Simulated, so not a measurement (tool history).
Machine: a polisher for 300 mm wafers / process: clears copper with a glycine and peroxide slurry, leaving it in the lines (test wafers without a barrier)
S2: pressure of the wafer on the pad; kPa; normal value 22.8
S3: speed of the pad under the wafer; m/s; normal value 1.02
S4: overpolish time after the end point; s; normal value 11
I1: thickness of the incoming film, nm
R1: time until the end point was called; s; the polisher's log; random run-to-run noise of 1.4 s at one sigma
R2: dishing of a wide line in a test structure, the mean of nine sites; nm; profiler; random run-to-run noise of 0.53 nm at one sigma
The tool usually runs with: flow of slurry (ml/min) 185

Run 1, hour 0: usual settings; I1 571.7. Result: R1 101.9 s, R2 46.2 nm.
Run 2, hour 31.9: usual settings; I1 578.6. Result: R1 104.9 s, R2 45.9 nm.
Run 3, hour 63: usual settings; I1 574. Result: R1 102 s, R2 45.6 nm.
At hour 76.5: worn pad replaced by a new one.
Run 4, hour 90.8: usual settings but flow of slurry (ml/min) 160; I1 585.2. Result: R1 107 s, R2 44.8 nm.
Run 5, hour 105.8: usual settings but flow of slurry (ml/min) 160; I1 567.3. Result: R1 103.2 s, R2 43.7 nm.
Run 6, hour 130.9: usual settings; I1 583.7. Result: R1 105.6 s, R2 45.6 nm.
Run 7, hour 155.5: usual settings; I1 583.6. Result: R1 104.4 s, R2 46.2 nm.
At hour 174.4: slurry nozzle cleaned.
Run 8, hour 188.2: usual settings; I1 575.3. Result: R1 102.2 s, R2 46.1 nm.
Run 9, hour 233.8: usual settings; I1 586. Result: R1 103.3 s, R2 45.7 nm.
Run 10, hour 256.8: usual settings; I1 579. Result: R1 99.8 s, R2 45.3 nm.
Run 11, hour 272.7: usual settings; I1 585.2. Result: R1 104.8 s, R2 45.7 nm.
At hour 278.9: worn pad replaced by a new one.
Run 12, hour 295.9: usual settings but S2 26.2 kPa, S3 1.36 m/s, S4 15 s; I1 584.9. Result: R1 71.3 s, R2 76.6 nm.
Run 13, hour 313.5: usual settings but flow of slurry (ml/min) 125; I1 581.8. Result: R1 109.9 s, R2 43.9 nm.
Run 14, hour 329.1: usual settings but S3 0.78 m/s, S4 15 s; I1 579.9. Result: R1 126.5 s, R2 49.7 nm.
Run 15, hour 341.9: usual settings but S3 0.86 m/s, S4 7 s; I1 585. Result: R1 117.2 s, R2 27.9 nm.
Run 16, hour 372.4: usual settings; I1 584.9. Result: R1 102.3 s, R2 44.5 nm.
Run 17, hour 388.5: usual settings but flow of slurry (ml/min) 165, S2 19.3 kPa, S3 0.9 m/s; I1 592.1. Result: R1 138.1 s, R2 36.5 nm.
Run 18, hour 420.7: usual settings but S2 20 kPa, S3 1.36 m/s, S4 9 s; I1 577.1. Result: R1 88.1 s, R2 42.6 nm.
Run 19, hour 442.1: usual settings but S3 0.7 m/s, S4 16 s; I1 584.4. Result: R1 138.4 s, R2 48.8 nm.
Run 20, hour 458.9: usual settings; I1 583.1. Result: R1 103.8 s, R2 45.7 nm.
At hour 477.7: slurry nozzle cleaned.
Run 21, hour 491.9: usual settings but flow of slurry (ml/min) 125; I1 573.6. Result: R1 110.6 s, R2 43.5 nm.
At hour 511.7: head pressure recalibrated.
At hour 514.2: worn pad replaced by a new one.
Run 22, hour 517.8: usual settings but S3 1.16 m/s; I1 572.8. Result: R1 91.8 s, R2 49.2 nm.
Run 23, hour 532.8: usual settings; I1 575.9. Result: R1 102.1 s, R2 46.3 nm.
Run 24, hour 551.7: usual settings; I1 583. Result: R1 101.8 s, R2 46.3 nm.
Run 25, hour 578.9: usual settings but S3 0.68 m/s, S4 16 s; I1 573.7. Result: R1 138.7 s, R2 47.9 nm.
Run 26, hour 591.4: usual settings but S3 0.72 m/s, S4 8 s; I1 589.1. Result: R1 138.8 s, R2 27.1 nm.
Run 27, hour 603.4: usual settings but S2 15.2 kPa; I1 585.8. Result: R1 141.4 s, R2 34.1 nm.
Run 28, hour 623.9: usual settings but S4 5 s; I1 570.7. Result: R1 100.8 s, R2 22.9 nm.
Run 29, hour 640.7: usual settings but flow of slurry (ml/min) 205, S4 4 s; I1 591.5. Result: R1 102.9 s, R2 18.9 nm.
Run 30, hour 660.5: usual settings but flow of slurry (ml/min) 225; I1 576.6. Result: R1 101.1 s, R2 47 nm.
Run 31, hour 672.5: usual settings but flow of slurry (ml/min) 130; I1 580.3. Result: R1 108.6 s, R2 44.1 nm.
Run 32, hour 739.8: usual settings but S2 25.5 kPa, S4 15 s; I1 579.8. Result: R1 93.3 s, R2 63.2 nm.
Run 33, hour 757.2: usual settings but flow of slurry (ml/min) 230, S2 26.9 kPa, S3 1.16 m/s, S4 4 s; I1 584.9. Result: R1 76.9 s, R2 24.5 nm.
At hour 764.2: worn pad replaced by a new one.
At hour 778.6: slurry nozzle cleaned.
Run 34, hour 798.4: usual settings but S4 7 s; I1 585.6. Result: R1 102.3 s, R2 30.9 nm.

Predict each of these 4 candidate next runs independently; none follows another, all start after run 34:
Run A, hour 798.9: usual settings; I1 576.7. Result: R1 ?, R2 ?.
Run B, hour 798.9: usual settings but flow of slurry (ml/min) 165, S4 15 s; I1 576.7. Result: R1 ?, R2 ?.
Run C, hour 798.9: usual settings but S3 1.36 m/s; I1 576.7. Result: R1 ?, R2 ?.
Run D, hour 798.9: usual settings but flow of slurry (ml/min) 130, S2 17.2 kPa, S3 1.34 m/s; I1 576.7. Result: R1 ?, R2 ?.

run     R1    R2
  A  102.3  46.3
  B    104  58.6
  C   79.7  56.3
  D  108.6  43.1
With no hidden state in the tool, these same runs would have given:
run     R1    R2
  A  102.3  46.3
  B    104  58.6
  C   79.7  56.3
  D  108.6  43.1
